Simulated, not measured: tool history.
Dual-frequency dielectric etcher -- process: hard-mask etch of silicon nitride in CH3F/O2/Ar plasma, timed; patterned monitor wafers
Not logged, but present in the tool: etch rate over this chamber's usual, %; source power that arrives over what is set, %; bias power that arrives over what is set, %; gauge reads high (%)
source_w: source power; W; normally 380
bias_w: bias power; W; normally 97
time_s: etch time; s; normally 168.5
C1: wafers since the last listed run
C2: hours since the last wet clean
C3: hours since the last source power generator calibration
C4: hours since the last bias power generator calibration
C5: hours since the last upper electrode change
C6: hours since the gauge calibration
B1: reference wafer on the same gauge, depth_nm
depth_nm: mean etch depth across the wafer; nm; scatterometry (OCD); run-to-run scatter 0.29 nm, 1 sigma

{"run": 1, "hour": 0.0, "source_w": 380, "bias_w": 97, "time_s": 168.5, "C1": 0, "C2": 429.1, "C3": 3494.3, "C4": 196.7, "C5": 2843.7, "C6": 869.7, "B1": 125.1, "depth_nm": 133.4}
{"hour": 89.6, "done": "wet clean of the chamber"}
{"run": 2, "hour": 90.1, "source_w": 380, "bias_w": 97, "time_s": 168.5, "C1": 413, "C2": 0.5, "C3": 3584.4, "C4": 286.8, "C5": 2933.8, "C6": 959.8, "B1": 125.1, "depth_nm": 136.1}
{"run": 3, "hour": 185.0, "source_w": 380, "bias_w": 82, "time_s": 168.5, "C1": 594, "C2": 95.4, "C3": 3679.3, "C4": 381.7, "C5": 3028.7, "C6": 1054.7, "B1": 125.1, "depth_nm": 130.4}
{"run": 4, "hour": 230.3, "source_w": 380, "bias_w": 82, "time_s": 168.5, "C1": 283, "C2": 140.7, "C3": 3724.6, "C4": 427.0, "C5": 3074.0, "C6": 1100.0, "B1": 125.0, "depth_nm": 130.6}
{"run": 5, "hour": 300.2, "source_w": 380, "bias_w": 82, "time_s": 168.5, "C1": 437, "C2": 210.6, "C3": 3794.5, "C4": 496.9, "C5": 3143.9, "C6": 1169.9, "B1": 125.0, "depth_nm": 130.0}
{"run": 6, "hour": 369.3, "source_w": 380, "bias_w": 78, "time_s": 168.5, "C1": 432, "C2": 279.7, "C3": 3863.6, "C4": 566.0, "C5": 3213.0, "C6": 1239.0, "B1": 125.1, "depth_nm": 128.8}
{"run": 7, "hour": 408.8, "source_w": 380, "bias_w": 78, "time_s": 168.5, "C1": 247, "C2": 319.2, "C3": 3903.1, "C4": 605.5, "C5": 3252.5, "C6": 1278.5, "B1": 125.1, "depth_nm": 128.3}
{"run": 8, "hour": 490.1, "source_w": 380, "bias_w": 85, "time_s": 168.5, "C1": 508, "C2": 400.5, "C3": 3984.4, "C4": 686.8, "C5": 3333.8, "C6": 1359.8, "B1": 125.1, "depth_nm": 130.2}
{"hour": 596.8, "done": "wet clean of the chamber"}
{"run": 9, "hour": 603.2, "source_w": 380, "bias_w": 85, "time_s": 168.5, "C1": 557, "C2": 6.4, "C3": 4097.5, "C4": 799.9, "C5": 3446.9, "C6": 1472.9, "B1": 125.0, "depth_nm": 131.1}
{"run": 10, "hour": 704.9, "source_w": 380, "bias_w": 88, "time_s": 168.5, "C1": 636, "C2": 108.1, "C3": 4199.2, "C4": 901.6, "C5": 3548.6, "C6": 1574.6, "B1": 125.0, "depth_nm": 131.9}
{"run": 11, "hour": 771.8, "source_w": 380, "bias_w": 88, "time_s": 168.5, "C1": 418, "C2": 175.0, "C3": 4266.1, "C4": 968.5, "C5": 3615.5, "C6": 1641.5, "B1": 125.1, "depth_nm": 131.2}
{"run": 12, "hour": 984.8, "source_w": 380, "bias_w": 88, "time_s": 168.5, "C1": 1333, "C2": 388.0, "C3": 4479.1, "C4": 1181.5, "C5": 3828.5, "C6": 1854.5, "B1": 124.9, "depth_nm": 130.4}
{"run": 13, "hour": 1055.5, "source_w": 380, "bias_w": 97, "time_s": 147.5, "C1": 442, "C2": 458.7, "C3": 4549.8, "C4": 1252.2, "C5": 3899.2, "C6": 1925.2, "B1": 125.0, "depth_nm": 116.9}
{"run": 14, "hour": 1096.5, "source_w": 380, "bias_w": 97, "time_s": 147.5, "C1": 256, "C2": 499.7, "C3": 4590.8, "C4": 1293.2, "C5": 3940.2, "C6": 1966.2, "B1": 125.1, "depth_nm": 116.6}
{"run": 15, "hour": 1187.3, "source_w": 440, "bias_w": 97, "time_s": 168.5, "C1": 568, "C2": 590.5, "C3": 4681.6, "C4": 1384.0, "C5": 4031.0, "C6": 2057.0, "B1": 125.0, "depth_nm": 140.1}
{"hour": 1217.1, "done": "wet clean of the chamber"}
{"run": 16, "hour": 1232.9, "source_w": 380, "bias_w": 97, "time_s": 211.0, "C1": 135, "C2": 15.8, "C3": 4727.2, "C4": 1429.6, "C5": 4076.6, "C6": 2102.6, "B1": 124.9, "depth_nm": 169.3}
{"run": 17, "hour": 1329.0, "source_w": 380, "bias_w": 97, "time_s": 168.5, "C1": 601, "C2": 111.9, "C3": 4823.3, "C4": 1525.7, "C5": 4172.7, "C6": 2198.7, "B1": 125.1, "depth_nm": 134.7}
{"run": 18, "hour": 1390.5, "source_w": 300, "bias_w": 105, "time_s": 149.0, "C1": 384, "C2": 173.4, "C3": 4884.8, "C4": 1587.2, "C5": 4234.2, "C6": 2260.2, "B1": 125.1, "depth_nm": 110.4}
{"hour": 1413.0, "done": "source power generator calibrated"}
{"run": 19, "hour": 1446.7, "source_w": 440, "bias_w": 79, "time_s": 196.0, "C1": 326, "C2": 229.6, "C3": 33.7, "C4": 1643.4, "C5": 4290.4, "C6": 2316.4, "B1": 125.0, "depth_nm": 161.2}
{"hour": 1545.1, "done": "bias power generator calibrated"}
{"hour": 1545.7, "done": "upper electrode replaced"}
{"run": 20, "hour": 1552.5, "source_w": 410, "bias_w": 119, "time_s": 154.0, "C1": 633, "C2": 335.4, "C3": 139.5, "C4": 7.4, "C5": 6.8, "C6": 2422.2, "B1": 125.0, "depth_nm": 133.7}
{"run": 21, "hour": 1599.5, "source_w": 420, "bias_w": 117, "time_s": 138.0, "C1": 294, "C2": 382.4, "C3": 186.5, "C4": 54.4, "C5": 53.8, "C6": 2469.2, "B1": 125.1, "depth_nm": 120.7}
{"hour": 1634.4, "done": "gauge calibrated"}
{"hour": 1696.7, "done": "wet clean of the chamber"}
{"run": 22, "hour": 1697.2, "source_w": 410, "bias_w": 97, "time_s": 218.5, "C1": 461, "C2": 0.5, "C3": 284.2, "C4": 152.1, "C5": 151.5, "C6": 62.8, "B1": 125.0, "depth_nm": 182.4}
{"run": 23, "hour": 1751.0, "source_w": 450, "bias_w": 97, "time_s": 217.5, "C1": 336, "C2": 54.3, "C3": 338.0, "C4": 205.9, "C5": 205.3, "C6": 116.6, "B1": 125.0, "depth_nm": 187.6}
{"run": 24, "hour": 1790.7, "source_w": 310, "bias_w": 97, "time_s": 140.5, "C1": 248, "C2": 94.0, "C3": 377.7, "C4": 245.6, "C5": 245.0, "C6": 156.3, "B1": 125.0, "depth_nm": 104.8}
{"run": 25, "hour": 1846.9, "source_w": 380, "bias_w": 97, "time_s": 168.5, "C1": 351, "C2": 150.2, "C3": 433.9, "C4": 301.8, "C5": 301.2, "C6": 212.5, "B1": 125.0, "depth_nm": 135.6}
{"run": 26, "hour": 1936.5, "source_w": 380, "bias_w": 97, "time_s": 205.5, "C1": 560, "C2": 239.8, "C3": 523.5, "C4": 391.4, "C5": 390.8, "C6": 302.1, "B1": 124.9, "depth_nm": 165.4}

Predict the results of run 27:
{"run": 27, "hour": 1990.6, "source_w": 380, "bias_w": 97, "time_s": 168.5, "C1": 338, "C2": 293.9, "C3": 577.6, "C4": 445.5, "C5": 444.9, "C6": 356.2, "B1": "?", "depth_nm": "?"}

{"run 27": {"B1": 125.1, "depth_nm": 135.1}}
Without the tool's hidden state the same run would have given depth_nm 137.3 nm.
